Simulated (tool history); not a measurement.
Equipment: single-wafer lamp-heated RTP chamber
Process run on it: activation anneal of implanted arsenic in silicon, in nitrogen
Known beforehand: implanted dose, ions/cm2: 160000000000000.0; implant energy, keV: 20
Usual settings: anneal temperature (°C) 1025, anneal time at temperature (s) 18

run	hour	anneal temperature (°C)	anneal time at temperature (s)	wafers since the last listed run	wafers since the last pyrometer calibration	wafers since the reflector plate was cleaned	hours since the gauge calibration	read-back reference wafer on the same gauge, sheet resistance	sheet resistance of the implanted and annealed layer (ohm/square)
1	0	1025	18	0	887	1429	433.9	522.33	469.66
2	14.7	1025	18	305	1192	1734	448.6	522.51	468.81
3	42.4	1025	18	575	1768	2310	476.3	522.82	470.22
4	71.9	1025	18	613	2381	2923	505.8	523.66	470.12
5	101.8	1025	18	621	3002	3544	535.7	524.64	471.04
6	127.3	1025	18	529	3532	4074	561.2	524.69	472.54
# hour 155.3: pyrometer window cleaned and pyrometer calibrated
7	160.8	1025	18	529	114	4604	594.7	525.84	472.28
8	180.4	1025	18	407	522	5012	614.3	525.82	472.63
# hour 195.4: reflector plate cleaned
9	203.3	1025	18	309	831	163	637.2	526.63	472.57
10	229.9	1025	18	552	1384	716	663.8	527.25	473.88
11	262.7	1025	18	681	2066	1397	696.6	528.67	473.95
12	290.7	1025	18	581	2648	1979	724.6	528.91	475.05
# hour 294.6: gauge calibrated
13	306.3	1025	26	324	2972	2303	11.7	517.22	462.08
14	321.3	1025	26	311	3283	2615	26.7	517.18	462.31
# hour 339.6: pyrometer window cleaned and pyrometer calibrated
15	340.1	1025	18	224	9	2839	45.5	517.35	462.97
16	362	1025	18	455	464	3295	67.4	517.71	463.47
17	386.2	1025	25	502	967	3797	91.6	517.47	462.84
18	419.3	1015	24	687	1655	4485	124.7	517.5	462.66
# hour 442.1: reflector plate cleaned
19	451.2	1036	26	496	2152	189	156.6	517.75	462.28
20	482.3	1014	18	646	2798	835	187.7	517.92	466.96
21	511.2	1012	21	600	3399	1435	216.6	518.45	465.44
22	528.3	1034	10	355	3754	1791	233.7	518.22	467.78
# hour 543.9: pyrometer window cleaned and pyrometer calibrated
23	547.1	1025	18	224	66	2015	252.5	518.96	465.44
24	569.6	1025	18	467	534	2483	275	518.77	466.34
25	585.3	1025	18	326	860	2809	290.7	518.85	467.69
26	619.7	1053	18	714	1575	3524	325.1	519.29	462.36
27	633.1	1048	22	278	1854	3802	338.5	519.81	461.84
28	665.8	1052	9	679	2533	4482	371.2	520.59	468.77
# hour 725.9: reflector plate cleaned
# hour 728.1: pyrometer window cleaned and pyrometer calibrated
29	757.9	1040	28	1701	618	618	463.3	522.38	462.61
30	772.9	1040	28	311	930	930	478.3	522.5	463.6
31	786.8	1044	25	288	1219	1219	492.2	522.5	463.04
32	894.7	996	9	2242	3461	3461	600.1	525.02	476.23
# hour 922.2: pyrometer window cleaned and pyrometer calibrated
33	922.7	1013	18	415	11	3877	628.1	525.58	473.43
# hour 925.1: gauge calibrated
34	931.8	1025	18	189	200	4066	6.7	518.7	464.41
35	944.1	1025	18	255	456	4322	19	518.09	465.65

What was the tool's hidden state at every run in the log?
true wafer temperature minus pyrometer reading, K: 0 on each run
wafer temperature error from the tarnished reflector plate, K: 0 on each run
H1: gauge reads high (%)
run	H1
1	0.806
2	0.859
3	0.963
4	1.08
5	1.21
6	1.32
7	1.48
8	1.58
9	1.69
10	1.84
11	2.02
12	2.18
13	-0.122
14	-0.12
15	-0.114
16	-0.104
17	-0.0884
18	-0.0591
19	-0.0225
20	0.0212
21	0.0689
22	0.1
23	0.138
24	0.186
25	0.222
26	0.309
27	0.345
28	0.44
29	0.754
30	0.811
31	0.866
32	1.35
33	1.49
34	0.0325
35	0.0338
